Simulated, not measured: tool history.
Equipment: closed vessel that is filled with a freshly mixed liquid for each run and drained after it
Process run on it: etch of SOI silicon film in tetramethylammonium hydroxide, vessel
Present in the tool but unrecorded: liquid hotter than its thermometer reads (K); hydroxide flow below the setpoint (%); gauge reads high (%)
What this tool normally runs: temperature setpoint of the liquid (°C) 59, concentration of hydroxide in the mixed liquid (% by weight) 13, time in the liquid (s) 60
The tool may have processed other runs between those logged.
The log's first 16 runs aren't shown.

run	hour	temperature setpoint of the liquid (°C)	concentration of hydroxide in the mixed liquid (% by weight)	time in the liquid (s)	wafers since the last listed run	hours since the thermometer was replaced	hours since the hydroxide flow meter was replaced	hours since the gauge calibration	read-back film thickness of the SOI silicon film reference wafer, read on the same gauge (nm)	thickness taken off the SOI silicon film on a monitor wafer (angstrom)
17	939.2	59	13	60	6425	815	1830.7	307.4	130	2066.6
18	997	62	11	95	5849	872.8	1888.5	365.2	129.99	4280.5
# hour 1030.9: hydroxide flow meter replaced
19	1032.2	59	13	60	3460	908	1.3	400.4	129.99	2074.9
20	1087.6	66.5	13	60	5606	963.4	56.7	455.8	130.01	3336
21	1122.4	51	16	30	3521	998.2	91.5	490.6	130	586.3
22	1158.1	59	13	60	3612	1033.9	127.2	526.3	129.99	2130.1
23	1197.5	56	13	60	3987	1073.3	166.6	565.7	130	1758.6
24	1228.1	59	9.5	60	3096	1103.9	197.2	596.3	130.03	2424.5
# hour 1246.3: thermometer replaced
25	1294	59	14	85	6567	47.7	263.1	662.2	130.01	3202.8
26	1361.7	55	14.5	50	6850	115.4	330.8	729.9	130	1422.6
27	1407.5	63.5	14	90	4634	161.2	376.6	775.7	129.98	4449.1
28	1455.9	59	13	35	4897	209.6	425	824.1	130	1386.7
29	1505.6	63.5	14	30	5029	259.3	474.7	873.8	129.99	1515.2
30	1553.6	54	13	60	4857	307.3	522.7	921.8	129.99	1720.9
# hour 1570.8: thermometer replaced, repeated, since the last time left the tool worse
31	1622.8	59	13	60	6901	52	591.9	991	130.01	1949.4
32	1651	59	13	60	2853	80.2	620.1	1019.2	129.99	1960.6
33	1711.3	54	16	90	6102	140.5	680.4	1079.5	130.01	1988.8
34	1780.5	59	13	60	7002	209.7	749.6	1148.7	130	1975.1

3 ways to go on from here, each from the tool as it stands after run 34. What would each give?
A	1781.2	52.5	13	60	70	210.4	750.3	1149.4	?	?
B	1781.2	59	16.5	40	70	210.4	750.3	1149.4	?	?
C	1781.2	63.5	11.5	45	70	210.4	750.3	1149.4	?	?

run	read-back film thickness of the SOI silicon film reference wafer, read on the same gauge (nm)	thickness taken off the SOI silicon film on a monitor wafer (angstrom)
A	130.01	1304.9
B	130.01	1189.2
C	130.01	2064.2
What these runs would have given with no unlogged condition in the tool:
run	thickness taken off the SOI silicon film on a monitor wafer (angstrom)
A	1269.4
B	1158.1
C	2012
